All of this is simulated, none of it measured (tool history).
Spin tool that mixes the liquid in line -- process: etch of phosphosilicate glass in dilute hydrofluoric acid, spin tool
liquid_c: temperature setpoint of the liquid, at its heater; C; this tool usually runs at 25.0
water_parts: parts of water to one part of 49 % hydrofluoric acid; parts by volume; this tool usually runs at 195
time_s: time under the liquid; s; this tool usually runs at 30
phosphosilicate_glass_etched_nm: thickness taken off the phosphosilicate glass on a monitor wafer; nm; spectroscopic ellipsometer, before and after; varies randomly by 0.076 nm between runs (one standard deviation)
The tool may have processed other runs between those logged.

run     day  liquid_c  water_parts  time_s  read-back film thickness of the phosphosilicate glass reference wafer, read on the same gauge (nm)  phosphosilicate_glass_etched_nm
  1   0.000      25.0          195      30                                                                                               40.01                             8.51
  2   0.525      25.0          145      15                                                                                               39.99                             6.12
  3   1.058      25.0          195      40                                                                                               40.01                            11.64
  4   1.525      25.0          195      30                                                                                               40.00                             8.62
  5   2.021      25.0          195      30                                                                                               40.01                             8.62
  6   2.425      25.0          135      30                                                                                               40.02                            13.28
  7   2.883      25.0          135      30                                                                                               39.98                            13.31
  8   3.579      28.0          195      30                                                                                               40.03                             9.80
  9   4.008      25.0          195      30                                                                                               40.00                             8.68
 10   4.592      21.5          195      30                                                                                               40.01                             7.70
 11   5.254      25.0          195      35                                                                                               40.00                            10.07
 12   5.638      20.5          195      30                                                                                               40.00                             7.48
      5.767  -- gauge calibrated
 13   6.333      25.0          115      30                                                                                               40.01                            15.95
 14   6.708      30.0          195      40                                                                                               39.99                            13.64
 15   7.438      25.0          195      45                                                                                               39.99                            13.07
 16   7.788      29.0          235      30                                                                                               40.03                             7.89
 17   8.079      29.5          145      40                                                                                               40.00                            19.46
 18   8.521      22.5          195      30                                                                                               40.03                             7.77
 19   9.183      23.5          230      30                                                                                               39.99                             6.74
 20   9.729      25.0          195      30                                                                                               40.02                             8.72
 21  10.412      25.0          195      30                                                                                               40.01                             8.79
 22  10.729      30.0          195      30                                                                                               40.00                            10.37
     11.017  -- thermometer replaced
 23  11.479      25.0          265      20                                                                                               39.99                             3.63
 24  12.158      25.0          195      30                                                                                               40.01                             8.01
     12.538  -- hydrofluoric acid flow meter replaced
 25  12.558      25.0          195      30                                                                                               39.99                             8.05
 26  14.517      30.0          165      15                                                                                               40.00                             5.88
 27  14.917      25.0          250      20                                                                                               40.00                             3.93
 28  15.496      23.5          285      30                                                                                               40.01                             4.77
 29  15.858      26.5          195      45                                                                                               40.00                            13.02
 30  16.425      25.0          195      50                                                                                               40.01                            13.34
 31  16.912      30.0          265      30                                                                                               39.99                             6.41
 32  17.242      22.5          230      35                                                                                               39.99                             7.09

List, for all runs, the conditions of the tool that the log does not record:
hydrofluoric acid flow above the setpoint (%): 0 across all the runs
gauge reads high (%): 0 across all the runs
H1: liquid hotter than its thermometer reads (K)
run     H1
  1   2.17
  2    2.2
  3   2.23
  4   2.25
  5   2.28
  6   2.31
  7   2.33
  8   2.37
  9    2.4
 10   2.43
 11   2.47
 12   2.49
 13   2.53
 14   2.56
 15    2.6
 16   2.62
 17   2.63
 18   2.66
 19    2.7
 20   2.73
 21   2.77
 22   2.79
 23  0.437
 24  0.477
 25    0.5
 26  0.614
 27  0.637
 28  0.671
 29  0.692
 30  0.725
 31  0.753
 32  0.772

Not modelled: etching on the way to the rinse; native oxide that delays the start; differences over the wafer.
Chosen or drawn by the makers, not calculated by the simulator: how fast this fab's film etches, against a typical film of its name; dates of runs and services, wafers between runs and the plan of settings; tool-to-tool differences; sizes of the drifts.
